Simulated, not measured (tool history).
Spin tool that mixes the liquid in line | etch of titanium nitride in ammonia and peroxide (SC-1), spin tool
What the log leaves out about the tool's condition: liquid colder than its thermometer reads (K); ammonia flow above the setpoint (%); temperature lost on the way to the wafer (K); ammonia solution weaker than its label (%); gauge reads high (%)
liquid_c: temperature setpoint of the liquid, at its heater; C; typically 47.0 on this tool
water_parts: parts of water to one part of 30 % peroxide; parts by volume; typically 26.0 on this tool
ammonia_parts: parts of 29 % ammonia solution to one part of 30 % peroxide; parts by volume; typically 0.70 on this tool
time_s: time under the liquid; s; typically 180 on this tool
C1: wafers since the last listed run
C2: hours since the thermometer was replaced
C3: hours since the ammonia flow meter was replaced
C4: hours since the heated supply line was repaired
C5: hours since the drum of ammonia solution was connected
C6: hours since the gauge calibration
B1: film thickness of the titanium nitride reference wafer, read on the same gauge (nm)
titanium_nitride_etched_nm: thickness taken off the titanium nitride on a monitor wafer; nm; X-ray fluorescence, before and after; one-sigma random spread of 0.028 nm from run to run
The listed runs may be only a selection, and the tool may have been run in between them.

Run 1, hour 0.0: usual settings; C1 0; C2 229.5; C3 904.6; C4 106.2; C5 440.7; C6 784.0; B1 127.78. Result: titanium_nitride_etched_nm 6.05 nm.
Run 2, hour 163.2: usual settings but ammonia_parts 0.55 parts by volume; C1 862; C2 392.7; C3 1067.8; C4 269.4; C5 603.9; C6 947.2; B1 127.31. Result: titanium_nitride_etched_nm 5.76 nm.
Run 3, hour 225.5: usual settings but ammonia_parts 0.55 parts by volume; C1 329; C2 455.0; C3 1130.1; C4 331.7; C5 666.2; C6 1009.5; B1 127.19. Result: titanium_nitride_etched_nm 5.81 nm.
Run 4, hour 325.6: usual settings but ammonia_parts 0.55 parts by volume; C1 528; C2 555.1; C3 1230.2; C4 431.8; C5 766.3; C6 1109.6; B1 126.88. Result: titanium_nitride_etched_nm 5.75 nm.
At hour 366.7: new drum of ammonia solution connected.
Run 5, hour 416.7: usual settings but water_parts 21.5 parts by volume; C1 475; C2 646.2; C3 1321.3; C4 522.9; C5 50.0; C6 1200.7; B1 126.69. Result: titanium_nitride_etched_nm 6.76 nm.
Run 6, hour 516.9: usual settings but water_parts 21.5 parts by volume; C1 529; C2 746.4; C3 1421.5; C4 623.1; C5 150.2; C6 1300.9; B1 126.41. Result: titanium_nitride_etched_nm 6.72 nm.
Run 7, hour 609.9: usual settings but water_parts 21.5 parts by volume; C1 491; C2 839.4; C3 1514.5; C4 716.1; C5 243.2; C6 1393.9; B1 126.15. Result: titanium_nitride_etched_nm 6.67 nm.
Run 8, hour 698.9: usual settings; C1 470; C2 928.4; C3 1603.5; C4 805.1; C5 332.2; C6 1482.9; B1 125.91. Result: titanium_nitride_etched_nm 6.02 nm.
Run 9, hour 780.8: usual settings; C1 432; C2 1010.3; C3 1685.4; C4 887.0; C5 414.1; C6 1564.8; B1 125.68. Result: titanium_nitride_etched_nm 5.98 nm.
At hour 839.3: heated supply line repaired.
Run 10, hour 874.5: usual settings but water_parts 21.5 parts by volume; C1 489; C2 1104.0; C3 1779.1; C4 35.2; C5 507.8; C6 1658.5; B1 125.42. Result: titanium_nitride_etched_nm 6.67 nm.
Run 11, hour 972.4: usual settings; C1 517; C2 1201.9; C3 1877.0; C4 133.1; C5 605.7; C6 1756.4; B1 125.14. Result: titanium_nitride_etched_nm 5.96 nm.
Run 12, hour 1037.4: usual settings but liquid_c 55.0 C, ammonia_parts 0.60 parts by volume; C1 343; C2 1266.9; C3 1942.0; C4 198.1; C5 670.7; C6 1821.4; B1 124.99. Result: titanium_nitride_etched_nm 10.03 nm.
At hour 1076.7: new drum of ammonia solution connected.
Run 13, hour 1080.0: usual settings but liquid_c 51.0 C, ammonia_parts 0.50 parts by volume, time_s 75 s; C1 219; C2 1309.5; C3 1984.6; C4 240.7; C5 3.3; C6 1864.0; B1 124.91. Result: titanium_nitride_etched_nm 3.06 nm.
Run 14, hour 1131.8: usual settings; C1 273; C2 1361.3; C3 2036.4; C4 292.5; C5 55.1; C6 1915.8; B1 124.74. Result: titanium_nitride_etched_nm 6.00 nm.
Run 15, hour 1210.2: usual settings but water_parts 38.0 parts by volume, time_s 235 s; C1 414; C2 1439.7; C3 2114.8; C4 370.9; C5 133.5; C6 1994.2; B1 124.49. Result: titanium_nitride_etched_nm 6.22 nm.
At hour 1244.1: ammonia flow meter replaced.
Run 16, hour 1296.7: usual settings; C1 451; C2 1526.2; C3 52.6; C4 457.4; C5 220.0; C6 2080.7; B1 124.27. Result: titanium_nitride_etched_nm 5.99 nm.
At hour 1358.7: thermometer replaced.
At hour 1565.6: gauge calibrated.
Run 17, hour 1609.5: usual settings; C1 1646; C2 250.8; C3 365.4; C4 770.2; C5 532.8; C6 43.9; B1 129.70. Result: titanium_nitride_etched_nm 6.21 nm.
Run 18, hour 1657.2: usual settings but liquid_c 50.5 C, water_parts 34.0 parts by volume, ammonia_parts 0.85 parts by volume, time_s 215 s; C1 251; C2 298.5; C3 413.1; C4 817.9; C5 580.5; C6 91.6; B1 129.60. Result: titanium_nitride_etched_nm 8.36 nm.
Run 19, hour 1723.9: usual settings but water_parts 31.0 parts by volume, time_s 270 s; C1 352; C2 365.2; C3 479.8; C4 884.6; C5 647.2; C6 158.3; B1 129.42. Result: titanium_nitride_etched_nm 8.35 nm.
Run 20, hour 1785.5: usual settings but liquid_c 53.5 C, water_parts 19.5 parts by volume, ammonia_parts 0.45 parts by volume; C1 325; C2 426.8; C3 541.4; C4 946.2; C5 708.8; C6 219.9; B1 129.30. Result: titanium_nitride_etched_nm 10.55 nm.
At hour 1802.0: heated supply line repaired.
Run 21, hour 1831.7: usual settings but water_parts 30.5 parts by volume, ammonia_parts 0.60 parts by volume; C1 238; C2 473.0; C3 587.6; C4 29.7; C5 755.0; C6 266.1; B1 129.15. Result: titanium_nitride_etched_nm 5.46 nm.
At hour 1903.2: new drum of ammonia solution connected.
Run 22, hour 1926.6: usual settings but liquid_c 54.5 C, ammonia_parts 0.60 parts by volume; C1 495; C2 567.9; C3 682.5; C4 124.6; C5 23.4; C6 361.0; B1 128.86. Result: titanium_nitride_etched_nm 10.06 nm.
Run 23, hour 2030.3: usual settings but liquid_c 54.5 C, water_parts 34.0 parts by volume, ammonia_parts 0.50 parts by volume; C1 547; C2 671.6; C3 786.2; C4 228.3; C5 127.1; C6 464.7; B1 128.57. Result: titanium_nitride_etched_nm 8.30 nm.
Run 24, hour 2131.6: usual settings but liquid_c 51.0 C, water_parts 19.5 parts by volume, ammonia_parts 0.85 parts by volume; C1 535; C2 772.9; C3 887.5; C4 329.6; C5 228.4; C6 566.0; B1 128.34. Result: titanium_nitride_etched_nm 9.83 nm.

Predict each of these 4 candidate next runs independently; none follows another, all start after run 24:
Run A, hour 2132.1: usual settings but water_parts 18.0 parts by volume; C1 2; C2 773.4; C3 888.0; C4 330.1; C5 228.9; C6 566.5; B1 ?. Result: titanium_nitride_etched_nm ?.
Run B, hour 2132.1: usual settings but liquid_c 51.0 C; C1 2; C2 773.4; C3 888.0; C4 330.1; C5 228.9; C6 566.5; B1 ?. Result: titanium_nitride_etched_nm ?.
Run C, hour 2132.1: usual settings but water_parts 19.5 parts by volume, ammonia_parts 1.00 parts by volume; C1 2; C2 773.4; C3 888.0; C4 330.1; C5 228.9; C6 566.5; B1 ?. Result: titanium_nitride_etched_nm ?.
Run D, hour 2132.1: usual settings but liquid_c 38.0 C, ammonia_parts 0.55 parts by volume; C1 2; C2 773.4; C3 888.0; C4 330.1; C5 228.9; C6 566.5; B1 ?. Result: titanium_nitride_etched_nm ?.

run      B1  titanium_nitride_etched_nm
  A  128.31                        7.50
  B  128.31                        8.09
  C  128.31                        7.64
  D  128.31                        3.03
What these runs would have given with no unlogged condition in the tool:
run  titanium_nitride_etched_nm
  A                        7.60
  B                        8.20
  C                        7.74
  D                        3.07
